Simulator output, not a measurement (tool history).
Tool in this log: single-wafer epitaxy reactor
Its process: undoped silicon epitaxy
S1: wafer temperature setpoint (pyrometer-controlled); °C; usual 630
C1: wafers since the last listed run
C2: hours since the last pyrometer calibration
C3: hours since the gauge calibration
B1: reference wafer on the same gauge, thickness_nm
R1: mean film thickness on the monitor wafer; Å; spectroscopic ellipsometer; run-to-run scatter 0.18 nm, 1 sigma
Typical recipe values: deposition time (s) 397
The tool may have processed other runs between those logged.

run 1 hour=0.0 | S1=638 deposition_time_(s)=433 | C1=0 C2=393.6 C3=1265.0 | B1=44.473 | R1=518.96
run 2 hour=151.0 | S1=638 deposition_time_(s)=433 | C1=993 C2=544.6 C3=1416.0 | B1=44.509 | R1=517.42
run 3 hour=218.3 | S1=638 deposition_time_(s)=433 | C1=442 C2=611.9 C3=1483.3 | B1=44.454 | R1=513.37
run 4 hour=292.0 | S1=630 deposition_time_(s)=397 | C1=484 C2=685.6 C3=1557.0 | B1=44.475 | R1=398.66
run 5 hour=398.5 | S1=630 deposition_time_(s)=397 | C1=700 C2=792.1 C3=1663.5 | B1=44.514 | R1=395.32
-- hour=418.6 pyrometer calibrated
run 6 hour=468.8 | S1=630 deposition_time_(s)=397 | C1=409 C2=50.2 C3=1733.8 | B1=44.511 | R1=414.59
run 7 hour=569.2 | S1=630 deposition_time_(s)=397 | C1=660 C2=150.6 C3=1834.2 | B1=44.543 | R1=414.86
run 8 hour=634.3 | S1=630 deposition_time_(s)=397 | C1=428 C2=215.7 C3=1899.3 | B1=44.494 | R1=412.51
run 9 hour=715.3 | S1=630 deposition_time_(s)=334 | C1=532 C2=296.7 C3=1980.3 | B1=44.533 | R1=346.51
run 10 hour=776.9 | S1=630 deposition_time_(s)=334 | C1=405 C2=358.3 C3=2041.9 | B1=44.496 | R1=345.98
run 11 hour=877.7 | S1=630 deposition_time_(s)=397 | C1=663 C2=459.1 C3=2142.7 | B1=44.517 | R1=406.89
run 12 hour=926.6 | S1=630 deposition_time_(s)=397 | C1=321 C2=508.0 C3=2191.6 | B1=44.485 | R1=402.41
run 13 hour=991.2 | S1=630 deposition_time_(s)=397 | C1=424 C2=572.6 C3=2256.2 | B1=44.504 | R1=402.65
run 14 hour=1032.9 | S1=637 deposition_time_(s)=397 | C1=274 C2=614.3 C3=2297.9 | B1=44.500 | R1=464.63
run 15 hour=1116.6 | S1=630 deposition_time_(s)=397 | C1=550 C2=698.0 C3=2381.6 | B1=44.542 | R1=398.79
run 16 hour=1155.4 | S1=630 deposition_time_(s)=397 | C1=255 C2=736.8 C3=2420.4 | B1=44.456 | R1=401.32
run 17 hour=1197.8 | S1=630 deposition_time_(s)=397 | C1=278 C2=779.2 C3=2462.8 | B1=44.453 | R1=396.74
-- hour=1254.6 pyrometer calibrated
run 18 hour=1294.3 | S1=630 deposition_time_(s)=397 | C1=582 C2=39.7 C3=2559.3 | B1=44.532 | R1=378.83
run 19 hour=1486.4 | S1=630 deposition_time_(s)=397 | C1=1263 C2=231.8 C3=2751.4 | B1=44.474 | R1=374.45
run 20 hour=1589.2 | S1=630 deposition_time_(s)=397 | C1=676 C2=334.6 C3=2854.2 | B1=44.456 | R1=373.52
run 21 hour=1679.1 | S1=618 deposition_time_(s)=372 | C1=591 C2=424.5 C3=2944.1 | B1=44.521 | R1=269.98
run 22 hour=1765.4 | S1=616 deposition_time_(s)=448 | C1=567 C2=510.8 C3=3030.4 | B1=44.553 | R1=312.06
-- hour=1820.1 pyrometer calibrated, repeated, since the last time left the tool worse
run 23 hour=1839.9 | S1=630 deposition_time_(s)=397 | C1=437 C2=19.8 C3=3104.9 | B1=44.463 | R1=417.41
run 24 hour=1944.5 | S1=635 deposition_time_(s)=340 | C1=688 C2=124.4 C3=3209.5 | B1=44.475 | R1=392.83
run 25 hour=1985.2 | S1=630 deposition_time_(s)=474 | C1=267 C2=165.1 C3=3250.2 | B1=44.471 | R1=492.13
run 26 hour=2085.1 | S1=639 deposition_time_(s)=469 | C1=657 C2=265.0 C3=3350.1 | B1=44.454 | R1=578.40
run 27 hour=2141.7 | S1=630 deposition_time_(s)=397 | C1=372 C2=321.6 C3=3406.7 | B1=44.541 | R1=407.46
-- hour=2207.8 gauge calibrated
run 28 hour=2208.9 | S1=642 deposition_time_(s)=426 | C1=442 C2=388.8 C3=1.1 | B1=44.534 | R1=558.97
run 29 hour=2275.7 | S1=630 deposition_time_(s)=347 | C1=439 C2=455.6 C3=67.9 | B1=44.502 | R1=354.48
run 30 hour=2315.4 | S1=630 deposition_time_(s)=397 | C1=261 C2=495.3 C3=107.6 | B1=44.492 | R1=405.64
run 31 hour=2367.4 | S1=630 deposition_time_(s)=397 | C1=342 C2=547.3 C3=159.6 | B1=44.509 | R1=405.29
run 32 hour=2412.6 | S1=624 deposition_time_(s)=352 | C1=297 C2=592.5 C3=204.8 | B1=44.515 | R1=316.57
run 33 hour=2486.6 | S1=630 deposition_time_(s)=397 | C1=486 C2=666.5 C3=278.8 | B1=44.513 | R1=401.58
run 34 hour=2557.7 | S1=630 deposition_time_(s)=397 | C1=467 C2=737.6 C3=349.9 | B1=44.490 | R1=400.54
run 35 hour=2595.2 | S1=615 deposition_time_(s)=342 | C1=246 C2=775.1 C3=387.4 | B1=44.513 | R1=251.38
run 36 hour=2676.8 | S1=641 deposition_time_(s)=434 | C1=536 C2=856.7 C3=469.0 | B1=44.509 | R1=545.08
-- hour=2734.9 pyrometer calibrated
run 37 hour=2758.9 | S1=622 deposition_time_(s)=334 | C1=487 C2=24.0 C3=551.1 | B1=44.548 | R1=298.96
run 38 hour=2800.4 | S1=644 deposition_time_(s)=458 | C1=273 C2=65.5 C3=592.6 | B1=44.515 | R1=635.46

Below are 5 alternative next runs, each starting from the tool's condition after run 38. Predict each:
run A hour=2800.9 | S1=638 deposition_time_(s)=397 | C1=3 C2=66.0 C3=593.1 | B1=? | R1=?
run B hour=2800.9 | S1=620 deposition_time_(s)=374 | C1=3 C2=66.0 C3=593.1 | B1=? | R1=?
run C hour=2800.9 | S1=644 deposition_time_(s)=347 | C1=3 C2=66.0 C3=593.1 | B1=? | R1=?
run D hour=2800.9 | S1=637 deposition_time_(s)=321 | C1=3 C2=66.0 C3=593.1 | B1=? | R1=?
run E hour=2800.9 | S1=630 deposition_time_(s)=468 | C1=3 C2=66.0 C3=593.1 | B1=? | R1=?

run=A B1=44.466 R1=492.23
run=B B1=44.466 R1=321.36
run=C B1=44.466 R1=484.79
run=D B1=44.466 R1=390.11
run=E B1=44.466 R1=493.79
Without the tool's unlogged condition, the same runs would have read:
run=A R1=492.83
run=B R1=321.76
run=C R1=485.37
run=D R1=390.58
run=E R1=494.40
